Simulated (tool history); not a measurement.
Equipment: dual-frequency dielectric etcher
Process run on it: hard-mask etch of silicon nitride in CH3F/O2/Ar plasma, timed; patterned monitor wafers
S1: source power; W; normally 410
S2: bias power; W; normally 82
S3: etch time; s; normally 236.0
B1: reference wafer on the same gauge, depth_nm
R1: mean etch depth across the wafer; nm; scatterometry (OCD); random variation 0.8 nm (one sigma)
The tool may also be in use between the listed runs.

run,hour,S1,S2,S3,B1,R1
1,0.0,440,82,236.0,145.0,175.2
# hour 60.4: wet clean of the chamber
2,89.9,440,82,236.0,144.9,175.0
3,145.7,410,82,236.0,145.3,168.7
4,211.2,410,82,236.0,145.3,168.9
5,318.2,410,82,236.0,145.1,167.6
6,409.7,410,82,213.0,145.0,151.1
7,469.7,410,82,213.0,144.6,153.2
# hour 581.7: gauge calibrated
# hour 591.7: source power generator calibrated
# hour 672.2: bias power generator calibrated
# hour 689.4: wet clean of the chamber
8,752.2,410,82,213.0,145.0,148.8
9,913.9,370,82,236.0,144.9,156.6
10,998.1,370,82,236.0,144.7,157.4
11,1072.9,370,82,236.0,144.7,156.9
12,1158.5,410,90,236.0,144.8,173.4
13,1214.0,410,82,236.0,145.2,165.5
# hour 1258.6: upper electrode replaced
# hour 1279.0: wet clean of the chamber
14,1319.4,410,82,213.0,145.3,150.2
15,1358.8,410,82,236.0,144.8,164.3
16,1459.9,440,68,275.0,145.1,183.1
17,1560.1,410,82,236.0,144.9,164.8
18,1652.8,350,82,236.0,145.1,152.6
19,1718.3,410,82,236.0,144.8,165.3
20,1807.7,510,82,207.5,145.0,162.6
21,1887.8,410,67,289.0,145.3,183.5
# hour 1971.9: wet clean of the chamber
22,1972.4,370,63,261.5,144.8,151.3
23,2024.1,450,73,181.5,144.8,126.0
24,2065.4,410,82,236.0,144.9,166.3
25,2156.9,480,82,302.0,144.9,230.0
26,2231.5,320,63,195.0,145.1,106.2
# hour 2255.5: gauge calibrated
27,2318.3,350,75,285.0,145.0,176.7
28,2384.0,410,101,236.0,145.4,183.8
# hour 2401.2: bias power generator calibrated
29,2464.4,410,82,236.0,145.2,165.2

Consider 4 possible next runs. They are alternatives, not a sequence: every one starts from the tool as it was left by run 29. What does each give?
A,2464.9,410,82,236.0,?,?
B,2464.9,360,93,191.0,?,?
C,2464.9,460,95,204.0,?,?
D,2464.9,450,94,236.0,?,?

run,B1,R1
A,145.0,168.0
B,145.0,135.3
C,145.0,164.9
D,145.0,187.8
Stripped of hidden state, with their random variation kept, the same runs would have yielded:
run,R1
A,165.7
B,133.6
C,162.7
D,185.3
